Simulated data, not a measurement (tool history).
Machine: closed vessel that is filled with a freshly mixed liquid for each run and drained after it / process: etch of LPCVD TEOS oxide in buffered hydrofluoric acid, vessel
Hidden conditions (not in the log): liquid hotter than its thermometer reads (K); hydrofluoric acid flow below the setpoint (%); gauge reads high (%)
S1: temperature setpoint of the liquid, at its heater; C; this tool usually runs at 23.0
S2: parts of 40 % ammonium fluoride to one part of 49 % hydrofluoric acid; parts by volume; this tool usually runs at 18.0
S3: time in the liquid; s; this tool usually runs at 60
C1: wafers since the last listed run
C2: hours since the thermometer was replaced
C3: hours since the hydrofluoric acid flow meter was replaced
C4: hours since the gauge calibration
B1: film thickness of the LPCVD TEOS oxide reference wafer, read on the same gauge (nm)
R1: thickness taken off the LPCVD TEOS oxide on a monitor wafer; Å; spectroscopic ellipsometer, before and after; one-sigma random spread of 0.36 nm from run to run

Run 1, day 0.000: usual settings but S2 15.0 parts by volume; C1 0; C2 1304.0; C3 1467.6; C4 109.6; B1 40.54. Result: R1 986.9 Å.
Run 2, day 3.688: usual settings but S3 45 s; C1 7232; C2 1392.5; C3 1556.1; C4 198.1; B1 40.63. Result: R1 615.7 Å.
Run 3, day 4.329: usual settings but S3 45 s; C1 1258; C2 1407.9; C3 1571.5; C4 213.5; B1 40.73. Result: R1 616.7 Å.
Run 4, day 5.650: usual settings but S3 45 s; C1 2590; C2 1439.6; C3 1603.2; C4 245.2; B1 40.73. Result: R1 619.0 Å.
Run 5, day 6.721: usual settings; C1 2100; C2 1465.3; C3 1628.9; C4 270.9; B1 40.75. Result: R1 827.0 Å.
Run 6, day 7.242: usual settings but S2 13.0 parts by volume; C1 1021; C2 1477.8; C3 1641.4; C4 283.4; B1 40.76. Result: R1 1138.6 Å.
Run 7, day 10.521: usual settings but S2 13.0 parts by volume; C1 6431; C2 1556.5; C3 1720.1; C4 362.1; B1 40.77. Result: R1 1137.6 Å.
At day 11.454: thermometer replaced.
Run 8, day 11.967: usual settings but S2 16.0 parts by volume; C1 2754; C2 12.3; C3 1754.8; C4 396.8; B1 40.74. Result: R1 927.3 Å.
At day 12.050: gauge calibrated.
Run 9, day 12.542: usual settings but S2 16.0 parts by volume; C1 1127; C2 26.1; C3 1768.6; C4 11.8; B1 40.08. Result: R1 911.6 Å.
Run 10, day 13.558: usual settings but S2 16.0 parts by volume; C1 1994; C2 50.5; C3 1793.0; C4 36.2; B1 40.22. Result: R1 921.9 Å.
At day 14.238: hydrofluoric acid flow meter replaced.
Run 11, day 14.617: usual settings but S1 19.5 C; C1 1994; C2 75.9; C3 9.1; C4 61.6; B1 40.24. Result: R1 673.0 Å.
Run 12, day 18.996: usual settings but S1 20.5 C, S2 15.5 parts by volume, S3 95 s; C1 8589; C2 181.0; C3 114.2; C4 166.7; B1 40.52. Result: R1 1305.9 Å.
Run 13, day 19.921: usual settings but S3 30 s; C1 1814; C2 203.2; C3 136.4; C4 188.9; B1 40.56. Result: R1 412.5 Å.
Run 14, day 20.917: usual settings but S1 25.5 C, S2 12.5 parts by volume, S3 75 s; C1 1953; C2 227.1; C3 160.3; C4 212.8; B1 40.62. Result: R1 1695.9 Å.
Run 15, day 22.025: usual settings but S1 26.5 C, S2 14.0 parts by volume, S3 45 s; C1 2173; C2 253.7; C3 186.9; C4 239.4; B1 40.54. Result: R1 958.3 Å.
Run 16, day 22.638: usual settings but S2 22.0 parts by volume; C1 1201; C2 268.4; C3 201.6; C4 254.1; B1 40.59. Result: R1 693.0 Å.
Run 17, day 24.121: usual settings; C1 2909; C2 304.0; C3 237.2; C4 289.7; B1 40.65. Result: R1 823.3 Å.
Run 18, day 24.758: usual settings but S1 21.5 C, S3 80 s; C1 1250; C2 319.3; C3 252.5; C4 305.0; B1 40.59. Result: R1 1015.4 Å.
Run 19, day 25.375: usual settings; C1 1209; C2 334.1; C3 267.3; C4 319.8; B1 40.70. Result: R1 832.3 Å.
Run 20, day 26.162: usual settings; C1 1544; C2 353.0; C3 286.2; C4 338.7; B1 40.62. Result: R1 819.2 Å.

Subtracting, for every run, the result it would have given without the tool's unlogged condition from the measured result gives the following. The same run-to-run variation enters both numbers; the gauge's scatter may not:
run     R1
  1  +12.6
  2   +9.9
  3  +10.2
  4  +10.7
  5  +14.6
  6  +20.3
  7  +21.3
  8  +17.6
  9   +2.0
 10   +4.3
 11   +4.6
 12  +16.2
 13   +5.4
 14  +23.3
 15  +13.8
 16  +10.2
 17  +12.5
 18  +15.6
 19  +12.9
 20  +12.9

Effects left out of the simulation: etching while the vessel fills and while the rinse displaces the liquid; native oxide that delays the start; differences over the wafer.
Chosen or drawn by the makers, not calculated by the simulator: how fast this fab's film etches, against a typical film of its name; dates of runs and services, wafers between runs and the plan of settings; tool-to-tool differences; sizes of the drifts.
